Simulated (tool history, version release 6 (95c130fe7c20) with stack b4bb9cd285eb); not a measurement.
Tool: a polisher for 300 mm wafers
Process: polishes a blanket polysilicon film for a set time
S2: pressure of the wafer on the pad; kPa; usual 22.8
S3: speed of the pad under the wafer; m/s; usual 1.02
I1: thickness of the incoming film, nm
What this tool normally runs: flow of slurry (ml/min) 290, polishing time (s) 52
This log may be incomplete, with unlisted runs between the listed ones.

Run 1, hour 0: usual settings but polishing time (s) 65; I1 1473.2. Result: film removed (nm) 658.6.
Run 2, hour 59.6: usual settings but polishing time (s) 65; I1 1481. Result: film removed (nm) 654.2.
Run 3, hour 102.7: usual settings but S2 26.9 kPa; I1 1495.1. Result: film removed (nm) 613.9.
Run 4, hour 137.2: usual settings but S2 28.3 kPa; I1 1489.1. Result: film removed (nm) 645.5.
At hour 164.6: worn pad replaced by a new one.
Run 5, hour 180.8: usual settings but polishing time (s) 59; I1 1492.2. Result: film removed (nm) 629.7.
Run 6, hour 247.4: usual settings but polishing time (s) 59; I1 1490.1. Result: film removed (nm) 634.
At hour 279.4: slurry nozzle cleaned.
Run 7, hour 298.6: usual settings but polishing time (s) 59; I1 1474.1. Result: film removed (nm) 618.
Run 8, hour 368.3: usual settings; I1 1482.9. Result: film removed (nm) 543.
At hour 415.3: head pressure recalibrated.
Run 9, hour 559.7: usual settings; I1 1472.3. Result: film removed (nm) 534.2.
Run 10, hour 605.1: usual settings; I1 1494.2. Result: film removed (nm) 539.4.
At hour 620.6: worn pad replaced by a new one.
Run 11, hour 662.7: usual settings; I1 1475. Result: film removed (nm) 558.7.
Run 12, hour 691.3: usual settings; I1 1479.7. Result: film removed (nm) 555.2.
Run 13, hour 759.5: usual settings; I1 1475.2. Result: film removed (nm) 547.8.
Run 14, hour 826.3: usual settings but flow of slurry (ml/min) 390, polishing time (s) 38; I1 1477.4. Result: film removed (nm) 402.7.
Run 15, hour 860.4: usual settings but flow of slurry (ml/min) 365; I1 1479.8. Result: film removed (nm) 545.3.
At hour 864.2: slurry nozzle cleaned.
Run 16, hour 917.7: usual settings but S3 0.7 m/s; I1 1495.6. Result: film removed (nm) 370.2.
At hour 983.3: head pressure recalibrated.
Run 17, hour 986.7: usual settings but S3 0.68 m/s; I1 1490.3. Result: film removed (nm) 359.2.
Run 18, hour 1055.5: usual settings; I1 1483. Result: film removed (nm) 528.4.
Run 19, hour 1120.1: usual settings but flow of slurry (ml/min) 250, S2 29.6 kPa, S3 1.2 m/s, polishing time (s) 64; I1 1477.6. Result: film removed (nm) 989.5.
Run 20, hour 1161.3: usual settings but flow of slurry (ml/min) 215, S2 17.9 kPa, S3 0.76 m/s, polishing time (s) 57; I1 1499.1. Result: film removed (nm) 329.3.
At hour 1168.7: worn pad replaced by a new one.
Run 21, hour 1196.7: usual settings but polishing time (s) 47; I1 1492.6. Result: film removed (nm) 503.2.
Run 22, hour 1259.2: usual settings but S2 30.3 kPa, polishing time (s) 43; I1 1468.9. Result: film removed (nm) 605.7.
Run 23, hour 1289: usual settings; I1 1470.3. Result: film removed (nm) 549.3.
Run 24, hour 1352.7: usual settings; I1 1491.5. Result: film removed (nm) 543.6.
At hour 1370.3: slurry nozzle cleaned.
Run 25, hour 1409: usual settings but S2 20.7 kPa; I1 1500.7. Result: film removed (nm) 489.9.
Run 26, hour 1445.1: usual settings but S3 0.84 m/s, polishing time (s) 64; I1 1471.9. Result: film removed (nm) 551.
Run 27, hour 1485.8: usual settings but flow of slurry (ml/min) 205, S2 28.3 kPa, S3 1.2 m/s, polishing time (s) 58; I1 1495.1. Result: film removed (nm) 861.7.
At hour 1509: head pressure recalibrated.
Run 28, hour 1512.3: usual settings; I1 1452.2. Result: film removed (nm) 523.7.
Run 29, hour 1578.9: usual settings but S3 0.8 m/s; I1 1474.1. Result: film removed (nm) 413.1.
Run 30, hour 1644.3: usual settings but S3 1.18 m/s; I1 1483.8. Result: film removed (nm) 605.5.
Run 31, hour 1685.6: usual settings but flow of slurry (ml/min) 360; I1 1512.3. Result: film removed (nm) 524.7.
Run 32, hour 1717.7: usual settings but flow of slurry (ml/min) 205, S2 28.3 kPa, S3 1.2 m/s, polishing time (s) 58; I1 1462.6. Result: film removed (nm) 836.
Run 33, hour 1743.3: usual settings but S2 17.9 kPa, polishing time (s) 47; I1 1480.7. Result: film removed (nm) 372.8.
At hour 1768.9: worn pad replaced by a new one.
Run 34, hour 1776.3: usual settings but flow of slurry (ml/min) 245; I1 1504.7. Result: film removed (nm) 545.1.
Run 35, hour 1807.7: usual settings but polishing time (s) 44; I1 1473. Result: film removed (nm) 468.
Run 36, hour 1864.8: usual settings but flow of slurry (ml/min) 355, S3 0.72 m/s; I1 1474.3. Result: film removed (nm) 397.3.
At hour 1888.6: slurry nozzle cleaned.
Run 37, hour 1931.8: usual settings but S3 1.14 m/s; I1 1493.6. Result: film removed (nm) 612.8.

4 ways to go on from here, each from the tool as it stands after run 37. What would each give?
Run A, hour 1932.2: usual settings but S3 0.76 m/s; I1 1474.1. Result: film removed (nm) ?.
Run B, hour 1932.2: usual settings but S2 15.9 kPa; I1 1474.1. Result: film removed (nm) ?.
Run C, hour 1932.2: usual settings but polishing time (s) 39; I1 1474.1. Result: film removed (nm) ?.
Run D, hour 1932.2: usual settings but S2 26.9 kPa, S3 0.84 m/s; I1 1474.1. Result: film removed (nm) ?.

run  film removed (nm)
  A              410.1
  B              383.6
  C              412.8
  D              535.6
What these runs would have given with no unlogged condition in the tool:
run  film removed (nm)
  A              420.5
  B              393.3
  C              423.3
  D              549.3

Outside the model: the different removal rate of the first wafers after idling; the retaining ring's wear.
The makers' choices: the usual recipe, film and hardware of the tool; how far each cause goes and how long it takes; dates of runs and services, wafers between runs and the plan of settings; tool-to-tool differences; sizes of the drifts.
